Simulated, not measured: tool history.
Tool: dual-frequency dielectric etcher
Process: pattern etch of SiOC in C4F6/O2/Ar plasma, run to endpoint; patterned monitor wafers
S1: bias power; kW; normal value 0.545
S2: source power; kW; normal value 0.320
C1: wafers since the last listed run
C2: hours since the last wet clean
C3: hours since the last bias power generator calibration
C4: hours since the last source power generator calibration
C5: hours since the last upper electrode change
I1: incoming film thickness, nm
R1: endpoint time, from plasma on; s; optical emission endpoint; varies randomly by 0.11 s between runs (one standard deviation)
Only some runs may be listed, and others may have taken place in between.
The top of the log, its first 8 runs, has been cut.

Run 9, hour 764.8: usual settings; C1 492; C2 720.5; C3 3109.3; C4 1538.7; C5 1884.4; I1 40.65. Result: R1 14.6 s.
Run 10, hour 813.4: usual settings; C1 520; C2 769.1; C3 3157.9; C4 1587.3; C5 1933.0; I1 40.79. Result: R1 14.5 s.
At hour 854.0: wet clean of the chamber.
Run 11, hour 870.4: usual settings; C1 353; C2 16.4; C3 3214.9; C4 1644.3; C5 1990.0; I1 40.62. Result: R1 15.0 s.
Run 12, hour 975.1: usual settings but S2 0.360 kW; C1 1122; C2 121.1; C3 3319.6; C4 1749.0; C5 2094.7; I1 40.65. Result: R1 14.1 s.
Run 13, hour 1020.0: usual settings but S1 0.608 kW, S2 0.250 kW; C1 481; C2 166.0; C3 3364.5; C4 1793.9; C5 2139.6; I1 40.66. Result: R1 15.6 s.
Run 14, hour 1111.8: usual settings but S1 0.652 kW, S2 0.350 kW; C1 984; C2 257.8; C3 3456.3; C4 1885.7; C5 2231.4; I1 40.72. Result: R1 13.2 s.
Run 15, hour 1276.4: usual settings but S1 0.440 kW, S2 0.390 kW; C1 1764; C2 422.4; C3 3620.9; C4 2050.3; C5 2396.0; I1 40.74. Result: R1 14.7 s.
At hour 1290.7: source power generator calibrated.
Run 16, hour 1372.4: usual settings but S1 0.663 kW, S2 0.270 kW; C1 986; C2 518.4; C3 3716.9; C4 81.7; C5 2492.0; I1 40.76. Result: R1 14.5 s.
Run 17, hour 1464.1: usual settings but S1 0.475 kW, S2 0.260 kW; C1 983; C2 610.1; C3 3808.6; C4 173.4; C5 2583.7; I1 40.40. Result: R1 16.4 s.
At hour 1469.1: bias power generator calibrated.
Run 18, hour 1504.8: usual settings but S1 0.432 kW, S2 0.350 kW; C1 393; C2 650.8; C3 35.7; C4 214.1; C5 2624.4; I1 40.86. Result: R1 15.2 s.
Run 19, hour 1583.4: usual settings; C1 842; C2 729.4; C3 114.3; C4 292.7; C5 2703.0; I1 40.57. Result: R1 14.2 s.

Forecast run 20:
Run 20, hour 1637.1: usual settings but S2 0.270 kW; C1 575; C2 783.1; C3 168.0; C4 346.4; C5 2756.7; I1 40.69. Result: R1 ?.

{"run 20": {"R1": 15.1}}
With the hidden condition absent and the run-to-run variation left alone, this run would have shown R1 15.7 s.

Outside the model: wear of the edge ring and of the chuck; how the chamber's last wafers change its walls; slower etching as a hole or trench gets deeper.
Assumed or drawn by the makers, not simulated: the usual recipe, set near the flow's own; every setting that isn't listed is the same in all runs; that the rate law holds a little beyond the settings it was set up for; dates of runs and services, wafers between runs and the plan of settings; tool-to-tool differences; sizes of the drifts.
